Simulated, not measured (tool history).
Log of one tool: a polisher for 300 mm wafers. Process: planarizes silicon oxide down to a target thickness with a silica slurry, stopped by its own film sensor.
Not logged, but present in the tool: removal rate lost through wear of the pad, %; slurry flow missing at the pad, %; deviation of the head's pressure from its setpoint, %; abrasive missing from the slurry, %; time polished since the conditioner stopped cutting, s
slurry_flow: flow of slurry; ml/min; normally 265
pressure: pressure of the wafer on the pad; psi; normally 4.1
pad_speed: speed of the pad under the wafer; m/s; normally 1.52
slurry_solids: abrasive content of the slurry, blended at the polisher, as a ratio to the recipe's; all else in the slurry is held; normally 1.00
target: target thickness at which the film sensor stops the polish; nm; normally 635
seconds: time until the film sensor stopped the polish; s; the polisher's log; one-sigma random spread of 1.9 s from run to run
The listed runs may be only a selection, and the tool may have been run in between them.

| run | hour | slurry_flow | pressure | pad_speed | slurry_solids | target | wafers since the last listed run | wafers polished on this pad | hours since the slurry nozzle was cleaned | hours since the head pressure was calibrated | hours since the slurry blender was calibrated | hours since the conditioning disc was replaced | incoming thickness of the incoming film, nm | seconds |
|---|---|---|---|---|---|---|---|---|---|---|---|---|---|---|
| 1 | 0.0 | 265 | 4.1 | 1.52 | 1.00 | 635 | 0 | 92 | 191.8 | 672.3 | 140.3 | 135.3 | 1181.1 | 121.2 |
| 2 | 15.0 | 265 | 4.1 | 1.52 | 1.00 | 575 | 95 | 187 | 206.8 | 687.3 | 155.3 | 150.3 | 1171.2 | 136.5 |
| 3 | 25.0 | 265 | 4.1 | 1.52 | 1.00 | 575 | 63 | 251 | 216.8 | 697.3 | 165.3 | 160.3 | 1167.6 | 135.1 |
| 4 | 36.3 | 265 | 5.1 | 1.52 | 1.00 | 635 | 72 | 323 | 228.1 | 708.6 | 176.6 | 171.6 | 1176.3 | 99.1 |
|  | 41.6 | slurry blender recalibrated |
| 5 | 46.3 | 265 | 4.1 | 1.52 | 0.80 | 635 | 51 | 374 | 238.1 | 718.6 | 4.7 | 181.6 | 1192.0 | 141.6 |
| 6 | 57.8 | 235 | 4.1 | 1.52 | 1.00 | 635 | 73 | 448 | 249.6 | 730.1 | 16.2 | 193.1 | 1166.9 | 123.6 |
|  | 66.4 | slurry nozzle cleaned |
| 7 | 66.9 | 265 | 4.1 | 1.36 | 1.00 | 635 | 51 | 499 | 0.5 | 739.2 | 25.3 | 202.2 | 1183.7 | 136.7 |
| 8 | 80.6 | 265 | 4.1 | 1.52 | 0.85 | 559 | 87 | 587 | 14.2 | 752.9 | 39.0 | 215.9 | 1178.4 | 153.0 |
|  | 107.0 | head pressure recalibrated |
| 9 | 107.9 | 265 | 4.6 | 1.76 | 0.85 | 738 | 161 | 748 | 41.5 | 0.9 | 66.3 | 243.2 | 1186.3 | 95.7 |
| 10 | 129.9 | 265 | 4.5 | 1.52 | 1.00 | 635 | 140 | 888 | 63.5 | 22.9 | 88.3 | 265.2 | 1184.8 | 123.6 |
| 11 | 146.8 | 265 | 4.1 | 1.52 | 1.10 | 635 | 107 | 996 | 80.4 | 39.8 | 105.2 | 282.1 | 1157.4 | 124.8 |
| 12 | 163.3 | 330 | 4.1 | 1.10 | 1.00 | 635 | 105 | 1101 | 96.9 | 56.3 | 121.7 | 298.6 | 1197.3 | 172.4 |
|  | 185.3 | worn pad replaced by a new one |
|  | 189.7 | slurry blender recalibrated |
| 13 | 201.9 | 265 | 4.1 | 1.52 | 1.00 | 635 | 207 | 93 | 135.5 | 94.9 | 12.2 | 337.2 | 1184.6 | 132.6 |
|  | 218.0 | conditioning disc replaced and pad reconditioned |
| 14 | 244.8 | 265 | 4.8 | 1.52 | 1.00 | 635 | 260 | 354 | 178.4 | 137.8 | 55.1 | 26.8 | 1160.5 | 108.9 |
| 15 | 252.4 | 265 | 4.1 | 1.52 | 1.30 | 635 | 48 | 402 | 186.0 | 145.4 | 62.7 | 34.4 | 1188.2 | 117.2 |
| 16 | 259.1 | 265 | 4.1 | 2.04 | 1.10 | 559 | 42 | 445 | 192.7 | 152.1 | 69.4 | 41.1 | 1168.4 | 110.0 |
| 17 | 267.4 | 265 | 4.5 | 1.52 | 1.25 | 635 | 52 | 498 | 201.0 | 160.4 | 77.7 | 49.4 | 1192.8 | 106.5 |
| 18 | 284.6 | 265 | 3.7 | 1.84 | 0.70 | 635 | 109 | 607 | 218.2 | 177.6 | 94.9 | 66.6 | 1159.8 | 142.7 |
| 19 | 294.4 | 265 | 4.1 | 1.52 | 1.00 | 635 | 62 | 670 | 228.0 | 187.4 | 104.7 | 76.4 | 1186.5 | 126.0 |
| 20 | 300.7 | 265 | 4.1 | 1.52 | 1.00 | 635 | 40 | 710 | 234.3 | 193.7 | 111.0 | 82.7 | 1191.5 | 128.5 |
|  | 315.9 | slurry nozzle cleaned |
| 21 | 316.4 | 265 | 4.1 | 1.52 | 1.00 | 635 | 93 | 804 | 0.5 | 209.4 | 126.7 | 98.4 | 1186.7 | 130.7 |

What does the tool deliver on the next run?
| 22 | 331.0 | 265 | 4.1 | 1.52 | 1.00 | 635 | 93 | 897 | 15.1 | 224.0 | 141.3 | 113.0 | 1203.8 | ? |

seconds: 132.7 s
Take away the tool's hidden state, keep the run-to-run variation as it was, and the same run would have given seconds 142.9 s.
